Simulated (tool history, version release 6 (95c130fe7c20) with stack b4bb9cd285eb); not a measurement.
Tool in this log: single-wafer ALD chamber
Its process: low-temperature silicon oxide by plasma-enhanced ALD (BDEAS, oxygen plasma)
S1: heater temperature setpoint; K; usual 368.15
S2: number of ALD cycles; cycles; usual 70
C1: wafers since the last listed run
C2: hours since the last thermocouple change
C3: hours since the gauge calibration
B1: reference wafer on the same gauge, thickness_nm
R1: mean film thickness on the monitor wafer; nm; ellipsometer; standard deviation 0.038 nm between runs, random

Run 1, hour 0: usual settings; C1 0; C2 193.3; C3 610.6; B1 11.489. Result: R1 10.229 nm.
Run 2, hour 102: usual settings but S2 63 cycles; C1 304; C2 295.3; C3 712.6; B1 11.494. Result: R1 9.174 nm.
Run 3, hour 169.7: usual settings but S2 63 cycles; C1 202; C2 363; C3 780.3; B1 11.483. Result: R1 9.266 nm.
Run 4, hour 267.4: usual settings; C1 291; C2 460.7; C3 878; B1 11.497. Result: R1 10.195 nm.
Run 5, hour 340.5: usual settings; C1 218; C2 533.8; C3 951.1; B1 11.489. Result: R1 10.224 nm.
At hour 393.4: gauge calibrated.
Run 6, hour 426.5: usual settings but S2 65 cycles; C1 256; C2 619.8; C3 33.1; B1 11.494. Result: R1 9.423 nm.
Run 7, hour 482.9: usual settings but S2 65 cycles; C1 168; C2 676.2; C3 89.5; B1 11.499. Result: R1 9.494 nm.
Run 8, hour 582.4: usual settings but S2 60 cycles; C1 297; C2 775.7; C3 189; B1 11.484. Result: R1 8.656 nm.
Run 9, hour 665: usual settings but S2 60 cycles; C1 246; C2 858.3; C3 271.6; B1 11.498. Result: R1 8.707 nm.
Run 10, hour 750.8: usual settings but S2 60 cycles; C1 256; C2 944.1; C3 357.4; B1 11.493. Result: R1 8.781 nm.
Run 11, hour 812.5: usual settings; C1 184; C2 1005.8; C3 419.1; B1 11.503. Result: R1 10.135 nm.
Run 12, hour 855.2: usual settings but S1 356.15 K, S2 77 cycles; C1 127; C2 1048.5; C3 461.8; B1 11.489. Result: R1 11.622 nm.
Run 13, hour 989.3: usual settings but S2 62 cycles; C1 400; C2 1182.6; C3 595.9; B1 11.497. Result: R1 9.032 nm.
Run 14, hour 1044: usual settings but S2 60 cycles; C1 163; C2 1237.3; C3 650.6; B1 11.508. Result: R1 8.742 nm.
Run 15, hour 1144.6: usual settings but S1 354.15 K, S2 80 cycles; C1 300; C2 1337.9; C3 751.2; B1 11.501. Result: R1 12.065 nm.
Run 16, hour 1244.7: usual settings but S1 359.15 K, S2 73 cycles; C1 298; C2 1438; C3 851.3; B1 11.5. Result: R1 10.91 nm.
At hour 1302.5: gauge calibrated.
Run 17, hour 1340.7: usual settings but S1 380.15 K, S2 64 cycles; C1 286; C2 1534; C3 38.2; B1 11.497. Result: R1 9.15 nm.
At hour 1392.1: thermocouple changed; heater temperature recalibrated.
Run 18, hour 1427.4: usual settings but S1 356.15 K, S2 74 cycles; C1 235; C2 35.3; C3 124.9; B1 11.5. Result: R1 11.308 nm.
Run 19, hour 1494.9: usual settings but S1 359.15 K, S2 58 cycles; C1 201; C2 102.8; C3 192.4; B1 11.512. Result: R1 8.822 nm.
Run 20, hour 1567.6: usual settings; C1 217; C2 175.5; C3 265.1; B1 11.496. Result: R1 10.223 nm.
Run 21, hour 1661.4: usual settings but S1 355.15 K, S2 59 cycles; C1 280; C2 269.3; C3 358.9; B1 11.492. Result: R1 9.053 nm.
Run 22, hour 1713.6: usual settings but S2 84 cycles; C1 155; C2 321.5; C3 411.1; B1 11.502. Result: R1 12.387 nm.
Run 23, hour 1922.8: usual settings but S1 363.15 K, S2 62 cycles; C1 624; C2 530.7; C3 620.3; B1 11.512. Result: R1 9.241 nm.
Run 24, hour 1967.6: usual settings but S1 360.15 K; C1 133; C2 575.5; C3 665.1; B1 11.499. Result: R1 10.502 nm.

5 options for the next run, each taken on its own from the tool as it stands now. Forecast them:
Run A, hour 1968.1: usual settings but S1 373.15 K; C1 1; C2 576; C3 665.6; B1 ?. Result: R1 ?.
Run B, hour 1968.1: usual settings but S1 375.15 K, S2 77 cycles; C1 1; C2 576; C3 665.6; B1 ?. Result: R1 ?.
Run C, hour 1968.1: usual settings but S2 76 cycles; C1 1; C2 576; C3 665.6; B1 ?. Result: R1 ?.
Run D, hour 1968.1: usual settings but S1 360.15 K, S2 60 cycles; C1 1; C2 576; C3 665.6; B1 ?. Result: R1 ?.
Run E, hour 1968.1: usual settings but S1 358.15 K, S2 83 cycles; C1 1; C2 576; C3 665.6; B1 ?. Result: R1 ?.

run      B1      R1
  A  11.495  10.175
  B  11.495  11.156
  C  11.495  11.168
  D  11.495   9.039
  E  11.495  12.581
Without the tool's unlogged condition, the same runs would have read:
run      R1
  A  10.248
  B  11.225
  C  11.303
  D   9.146
  E  12.729
